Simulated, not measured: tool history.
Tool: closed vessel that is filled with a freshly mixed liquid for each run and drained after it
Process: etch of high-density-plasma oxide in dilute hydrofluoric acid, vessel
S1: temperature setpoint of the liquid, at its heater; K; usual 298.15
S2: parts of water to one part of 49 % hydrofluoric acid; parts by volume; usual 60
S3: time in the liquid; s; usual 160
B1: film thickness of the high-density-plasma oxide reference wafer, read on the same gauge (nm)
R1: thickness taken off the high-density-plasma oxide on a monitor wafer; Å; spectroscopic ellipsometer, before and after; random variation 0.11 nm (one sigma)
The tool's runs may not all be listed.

Run 1, hour 0.0: usual settings; B1 49.98. Result: R1 187.5 Å.
Run 2, hour 11.7: usual settings; B1 50.05. Result: R1 187.0 Å.
Run 3, hour 18.9: usual settings; B1 49.98. Result: R1 187.8 Å.
Run 4, hour 36.7: usual settings but S1 300.15 K, S3 190 s; B1 50.00. Result: R1 242.8 Å.
Run 5, hour 51.4: usual settings but S1 300.15 K, S3 190 s; B1 49.93. Result: R1 242.3 Å.
Run 6, hour 68.1: usual settings but S1 300.15 K, S3 190 s; B1 50.00. Result: R1 239.2 Å.
At hour 73.7: hydrofluoric acid flow meter replaced.
Run 7, hour 85.5: usual settings but S1 294.65 K; B1 49.99. Result: R1 161.5 Å.
Run 8, hour 98.2: usual settings; B1 50.04. Result: R1 190.9 Å.
Run 9, hour 115.7: usual settings but S1 295.15 K, S2 85 parts by volume, S3 250 s; B1 50.01. Result: R1 176.7 Å.
Run 10, hour 132.1: usual settings but S3 215 s; B1 50.01. Result: R1 251.8 Å.
Run 11, hour 141.7: usual settings; B1 49.99. Result: R1 188.5 Å.
At hour 146.4: thermometer replaced.
Run 12, hour 172.8: usual settings but S1 301.65 K, S2 40 parts by volume, S3 220 s; B1 50.01. Result: R1 435.1 Å.
Run 13, hour 186.4: usual settings; B1 50.01. Result: R1 179.8 Å.
Run 14, hour 203.1: usual settings but S1 295.15 K, S2 35 parts by volume, S3 245 s; B1 49.96. Result: R1 429.5 Å.
Run 15, hour 211.4: usual settings but S1 294.15 K, S2 80 parts by volume; B1 50.02. Result: R1 111.7 Å.
Run 16, hour 224.7: usual settings but S1 302.15 K, S2 30 parts by volume; B1 50.00. Result: R1 437.3 Å.
Run 17, hour 236.6: usual settings but S1 294.15 K, S2 50 parts by volume; B1 49.97. Result: R1 183.7 Å.
Run 18, hour 244.6: usual settings but S2 35 parts by volume; B1 49.96. Result: R1 319.5 Å.
Run 19, hour 255.8: usual settings; B1 50.00. Result: R1 180.3 Å.
Run 20, hour 266.2: usual settings; B1 50.02. Result: R1 180.6 Å.
At hour 308.5: gauge calibrated.
Run 21, hour 315.7: usual settings but S1 301.15 K; B1 50.01. Result: R1 204.0 Å.
Run 22, hour 332.6: usual settings but S1 294.15 K, S3 110 s; B1 50.02. Result: R1 104.1 Å.
Run 23, hour 359.0: usual settings but S1 302.65 K, S2 75 parts by volume; B1 50.01. Result: R1 169.0 Å.
Run 24, hour 375.7: usual settings but S2 35 parts by volume, S3 205 s; B1 50.04. Result: R1 415.0 Å.
Run 25, hour 388.8: usual settings; B1 50.00. Result: R1 182.7 Å.
Run 26, hour 419.7: usual settings; B1 50.00. Result: R1 179.7 Å.
Run 27, hour 435.3: usual settings but S1 295.15 K, S2 30 parts by volume, S3 75 s; B1 50.03. Result: R1 156.3 Å.
Run 28, hour 446.6: usual settings but S1 303.15 K, S2 35 parts by volume, S3 75 s; B1 49.95. Result: R1 183.7 Å.
Run 29, hour 457.7: usual settings but S1 302.15 K; B1 49.97. Result: R1 213.4 Å.
Run 30, hour 495.2: usual settings but S1 300.15 K, S2 70 parts by volume, S3 235 s; B1 50.01. Result: R1 244.1 Å.
Run 31, hour 510.0: usual settings but S1 293.15 K, S2 80 parts by volume, S3 240 s; B1 50.03. Result: R1 162.5 Å.

Forecast each of these 5 alternatives for the next run:
Run A, hour 510.7: usual settings but S2 50 parts by volume; B1 ?. Result: R1 ?.
Run B, hour 510.7: usual settings but S3 80 s; B1 ?. Result: R1 ?.
Run C, hour 510.7: usual settings but S2 85 parts by volume; B1 ?. Result: R1 ?.
Run D, hour 510.7: usual settings but S1 300.65 K, S2 30 parts by volume; B1 ?. Result: R1 ?.
Run E, hour 510.7: usual settings but S1 296.15 K; B1 ?. Result: R1 ?.

run     B1     R1
  A  50.03  221.6
  B  50.03   91.1
  C  50.03  124.4
  D  50.03  420.8
  E  50.03  168.0
Without the tool's hidden state the same runs would have given:
run     R1
  A  216.9
  B   89.2
  C  121.8
  D  411.8
  E  164.3
